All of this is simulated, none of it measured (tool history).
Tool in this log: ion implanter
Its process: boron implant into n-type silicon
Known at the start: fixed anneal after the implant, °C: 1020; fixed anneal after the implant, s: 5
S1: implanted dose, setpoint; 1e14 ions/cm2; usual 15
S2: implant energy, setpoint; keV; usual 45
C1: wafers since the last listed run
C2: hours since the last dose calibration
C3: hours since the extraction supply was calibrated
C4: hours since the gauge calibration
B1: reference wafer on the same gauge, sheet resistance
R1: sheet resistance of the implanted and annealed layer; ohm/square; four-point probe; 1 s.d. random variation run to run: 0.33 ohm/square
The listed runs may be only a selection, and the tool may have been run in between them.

run 1 hour=0 | S1=15 S2=45 | C1=0 C2=549.7 C3=6024.6 C4=140.1 | B1=89.38 | R1=77.57
run 2 hour=13 | S1=15 S2=45 | C1=350 C2=562.7 C3=6037.6 C4=153.1 | B1=89.41 | R1=77.34
run 3 hour=45.5 | S1=15 S2=45 | C1=875 C2=595.2 C3=6070.1 C4=185.6 | B1=89.55 | R1=77.49
run 4 hour=79 | S1=15 S2=45 | C1=902 C2=628.7 C3=6103.6 C4=219.1 | B1=89.66 | R1=78.24
run 5 hour=160.4 | S1=15 S2=45 | C1=2192 C2=710.1 C3=6185 C4=300.5 | B1=89.82 | R1=77.47
run 6 hour=186 | S1=15 S2=45 | C1=689 C2=735.7 C3=6210.6 C4=326.1 | B1=89.91 | R1=78.34
run 7 hour=201.2 | S1=15 S2=45 | C1=409 C2=750.9 C3=6225.8 C4=341.3 | B1=89.9 | R1=77.94
run 8 hour=220.4 | S1=15 S2=45 | C1=517 C2=770.1 C3=6245 C4=360.5 | B1=89.97 | R1=77.9
-- hour=235.2 Faraday cup replaced and dose calibrated
run 9 hour=240.9 | S1=13.94 S2=54.5 | C1=336 C2=5.7 C3=6265.5 C4=381 | B1=90.05 | R1=81.77
-- hour=254.6 extraction supply calibrated
run 10 hour=264 | S1=15 S2=45 | C1=406 C2=28.8 C3=9.4 C4=404.1 | B1=89.94 | R1=77.49
run 11 hour=291.1 | S1=15 S2=45 | C1=730 C2=55.9 C3=36.5 C4=431.2 | B1=89.96 | R1=78.18
-- hour=304.2 gauge calibrated
run 12 hour=316.9 | S1=10.82 S2=59 | C1=695 C2=81.7 C3=62.3 C4=12.7 | B1=88.77 | R1=98.46
run 13 hour=347.8 | S1=16.75 S2=58.5 | C1=832 C2=112.6 C3=93.2 C4=43.6 | B1=88.94 | R1=69.39
run 14 hour=360.3 | S1=15 S2=60 | C1=336 C2=125.1 C3=105.7 C4=56.1 | B1=89.1 | R1=75.39
run 15 hour=375.8 | S1=12.32 S2=45 | C1=417 C2=140.6 C3=121.2 C4=71.6 | B1=89.18 | R1=89.85
run 16 hour=402.7 | S1=12.98 S2=34 | C1=724 C2=167.5 C3=148.1 C4=98.5 | B1=89.43 | R1=87.85
run 17 hour=417 | S1=15 S2=45 | C1=385 C2=181.8 C3=162.4 C4=112.8 | B1=89.48 | R1=77.63
run 18 hour=439.5 | S1=16.44 S2=32.5 | C1=606 C2=204.3 C3=184.9 C4=135.3 | B1=89.62 | R1=73.99
run 19 hour=474.7 | S1=15 S2=45 | C1=948 C2=239.5 C3=220.1 C4=170.5 | B1=89.79 | R1=77.47
run 20 hour=486.9 | S1=17.08 S2=54.5 | C1=328 C2=251.7 C3=232.3 C4=182.7 | B1=89.8 | R1=69.68

Alternative continuations, all from the tool just after run 20; predict every row:
run A hour=487.3 | S1=15 S2=45 | C1=10 C2=252.1 C3=232.7 C4=183.1 | B1=? | R1=?
run B hour=487.3 | S1=16.47 S2=39.5 | C1=10 C2=252.1 C3=232.7 C4=183.1 | B1=? | R1=?
run C hour=487.3 | S1=18.14 S2=45 | C1=10 C2=252.1 C3=232.7 C4=183.1 | B1=? | R1=?
run D hour=487.3 | S1=19.49 S2=36 | C1=10 C2=252.1 C3=232.7 C4=183.1 | B1=? | R1=?

run=A B1=89.74 R1=77.78
run=B B1=89.74 R1=73.01
run=C B1=89.74 R1=67.18
run=D B1=89.74 R1=65.27
The same runs, with their run-to-run variation unchanged, on a tool lacking any hidden condition would have given:
run=A R1=76.64
run=B R1=71.94
run=C R1=66.2
run=D R1=64.32
